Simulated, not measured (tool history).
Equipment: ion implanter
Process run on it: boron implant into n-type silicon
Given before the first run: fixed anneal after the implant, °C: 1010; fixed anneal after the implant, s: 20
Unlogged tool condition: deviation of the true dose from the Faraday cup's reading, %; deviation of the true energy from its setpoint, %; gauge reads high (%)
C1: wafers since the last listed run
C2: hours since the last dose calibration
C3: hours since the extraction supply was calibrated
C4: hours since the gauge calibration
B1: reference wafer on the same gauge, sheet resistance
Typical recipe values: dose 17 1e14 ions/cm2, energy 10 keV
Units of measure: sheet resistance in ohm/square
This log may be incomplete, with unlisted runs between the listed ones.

Run 1, hour 0: usual settings but dose 14.62 1e14 ions/cm2, energy 12 keV; C1 0; C2 55.7; C3 4072; C4 518.9; B1 88.69. Result: sheet resistance 98.29 ohm/square.
Run 2, hour 62.4: usual settings but dose 14.62 1e14 ions/cm2, energy 12 keV; C1 1307; C2 118.1; C3 4134.4; C4 581.3; B1 88.47. Result: sheet resistance 97.63 ohm/square.
Run 3, hour 120.6: usual settings but dose 14.62 1e14 ions/cm2, energy 12 keV; C1 1219; C2 176.3; C3 4192.6; C4 639.5; B1 88.19. Result: sheet resistance 98 ohm/square.
Run 4, hour 156.1: usual settings but dose 18.15 1e14 ions/cm2, energy 9 keV; C1 743; C2 211.8; C3 4228.1; C4 675; B1 88.06. Result: sheet resistance 100.62 ohm/square.
Run 5, hour 186.7: usual settings but dose 18.15 1e14 ions/cm2, energy 9 keV; C1 640; C2 242.4; C3 4258.7; C4 705.6; B1 87.98. Result: sheet resistance 100.53 ohm/square.
Run 6, hour 223.5: usual settings; C1 770; C2 279.2; C3 4295.5; C4 742.4; B1 87.73. Result: sheet resistance 98.29 ohm/square.
Run 7, hour 271.6: usual settings; C1 1007; C2 327.3; C3 4343.6; C4 790.5; B1 87.52. Result: sheet resistance 97.69 ohm/square.
Run 8, hour 323.9: usual settings but dose 15.06 1e14 ions/cm2; C1 1095; C2 379.6; C3 4395.9; C4 842.8; B1 87.27. Result: sheet resistance 101.53 ohm/square.
At hour 350.1: extraction supply calibrated.
Run 9, hour 362.4: usual settings but dose 18.15 1e14 ions/cm2, energy 9 keV; C1 638; C2 418.1; C3 12.3; C4 881.3; B1 87.05. Result: sheet resistance 99.63 ohm/square.
Run 10, hour 422.8: usual settings but energy 11.5 keV; C1 1265; C2 478.5; C3 72.7; C4 941.7; B1 86.7. Result: sheet resistance 91.16 ohm/square.
Run 11, hour 454.7: usual settings but energy 7.5 keV; C1 668; C2 510.4; C3 104.6; C4 973.6; B1 86.5. Result: sheet resistance 109.81 ohm/square.

For run 12, what comes out?
At hour 479.7: gauge calibrated.
At hour 494: Faraday cup replaced and dose calibrated.
Run 12, hour 669.5: usual settings but dose 19.12 1e14 ions/cm2, energy 13.5 keV; C1 4331; C2 175.5; C3 319.4; C4 189.8; B1 ?. Result: sheet resistance ?.

{"run 12": {"B1": 89.84, "sheet resistance": 84.44}}
If the tool had no hidden condition, the same run with the same run-to-run variation would have returned sheet resistance 84.28 ohm/square.

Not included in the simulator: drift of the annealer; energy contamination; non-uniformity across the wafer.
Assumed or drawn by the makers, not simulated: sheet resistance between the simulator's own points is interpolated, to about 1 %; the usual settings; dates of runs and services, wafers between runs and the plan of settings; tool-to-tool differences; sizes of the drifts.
